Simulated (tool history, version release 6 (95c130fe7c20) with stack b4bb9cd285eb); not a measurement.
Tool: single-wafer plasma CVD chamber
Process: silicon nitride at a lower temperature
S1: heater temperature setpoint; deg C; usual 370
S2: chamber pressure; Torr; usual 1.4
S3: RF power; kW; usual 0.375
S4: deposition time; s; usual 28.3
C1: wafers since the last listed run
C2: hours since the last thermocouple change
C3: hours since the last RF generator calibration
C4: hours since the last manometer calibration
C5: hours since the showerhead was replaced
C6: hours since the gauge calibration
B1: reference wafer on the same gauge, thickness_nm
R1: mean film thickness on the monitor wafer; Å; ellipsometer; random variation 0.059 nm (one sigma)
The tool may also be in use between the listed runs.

run	day	S1	S2	S3	S4	C1	C2	C3	C4	C5	C6	B1	R1
1	0	370	1.4	0.375	28.3	0	1724	1849.3	2393.9	6730.1	29.5	44.094	379.06
2	0.717	370	1.4	0.375	28.3	433	1741.2	1866.5	2411.1	6747.3	46.7	44.109	378.91
3	1.288	370	1.4	0.375	28.3	345	1754.9	1880.2	2424.8	6761	60.4	44.098	378.15
4	1.554	364	1.4	0.375	28.3	161	1761.3	1886.6	2431.2	6767.4	66.8	44.09	378.24
5	1.879	377	1.4	0.375	28.3	196	1769.1	1894.4	2439	6775.2	74.6	44.089	377.24
6	2.179	377	1.4	0.375	28.3	181	1776.3	1901.6	2446.2	6782.4	81.8	44.105	376.48
7	2.583	370	1.4	0.375	28.3	244	1786	1911.3	2455.9	6792.1	91.5	44.101	377.13
8	3.279	370	1.4	0.375	28.3	420	1802.7	1928	2472.6	6808.8	108.2	44.119	377.92
9	3.971	362	1.4	0.375	28.3	418	1819.3	1944.6	2489.2	6825.4	124.8	44.087	378.47
10	4.312	380	1.4	0.375	28.3	206	1827.5	1952.8	2497.4	6833.6	133	44.112	376.37
11	4.654	380	1.4	0.375	28.3	206	1835.7	1961	2505.6	6841.8	141.2	44.101	376.03
# day 6.35: showerhead replaced, of another model than before
# day 6.5: thermocouple changed; heater temperature recalibrated
12	6.521	380	1.4	0.375	28.3	837	0.5	2005.8	2550.4	4.1	186	44.102	366.44
13	6.642	370	1.4	0.36	28.3	73	3.4	2008.7	2553.3	7	188.9	44.106	355.5
# day 7.108: RF generator calibrated
14	7.208	370	1.4	0.375	28.3	141	17	2.4	2566.9	20.6	202.5	44.104	393.29
15	7.929	370	1.4	0.375	30	435	34.3	19.7	2584.2	37.9	219.8	44.087	417.31
16	8.392	370	1.4	0.305	28.3	279	45.4	30.8	2595.3	49	230.9	44.102	327.62
17	8.979	370	1.4	0.375	28.3	355	59.5	44.9	2609.4	63.1	245	44.078	391.94
# day 9.438: capacitance manometer re-zeroed and calibrated
18	9.475	381	1.4	0.405	28.3	98	71.4	56.8	0.9	75	256.9	44.101	415.25
19	10.221	381	1.4	0.405	28.3	450	89.3	74.7	18.8	92.9	274.8	44.093	412.73
# day 10.383: gauge calibrated
20	10.533	363	1.4	0.375	28.3	188	96.8	82.2	26.3	100.4	3.6	44.089	391.2
21	10.842	360	1.23	0.42	26.5	186	104.2	89.6	33.7	107.8	11	44.108	383.94
22	11.554	383	1.4	0.375	28.3	430	121.3	106.7	50.8	124.9	28.1	44.096	386.27
23	12.158	382	1.26	0.375	25.3	365	135.8	121.2	65.3	139.4	42.6	44.109	335.04
24	12.9	370	1.54	0.375	28.3	448	153.6	139	83.1	157.2	60.4	44.111	400.52
25	13.229	359	1.58	0.32	29.9	199	161.5	146.9	91	165.1	68.3	44.104	374.22
26	13.821	370	1.05	0.375	28.3	357	175.7	161.1	105.2	179.3	82.5	44.092	352.69

5 ways to go on from here, each from the tool as it stands after run 26. What would each give?
A	13.838	370	1.4	0.375	23.6	10	176.1	161.5	105.6	179.7	82.9	?	?
B	13.838	370	1.4	0.375	26	10	176.1	161.5	105.6	179.7	82.9	?	?
C	13.838	370	1.4	0.43	30.7	10	176.1	161.5	105.6	179.7	82.9	?	?
D	13.838	370	1.4	0.32	24	10	176.1	161.5	105.6	179.7	82.9	?	?
E	13.838	370	1.2	0.435	28.3	10	176.1	161.5	105.6	179.7	82.9	?	?

run	B1	R1
A	44.121	323.84
B	44.121	356.69
C	44.121	467.88
D	44.121	287.48
E	44.121	413.81
Without the tool's hidden state the same runs would have given:
run	R1
A	329.4
B	362.81
C	475.4
D	292.68
E	420.45

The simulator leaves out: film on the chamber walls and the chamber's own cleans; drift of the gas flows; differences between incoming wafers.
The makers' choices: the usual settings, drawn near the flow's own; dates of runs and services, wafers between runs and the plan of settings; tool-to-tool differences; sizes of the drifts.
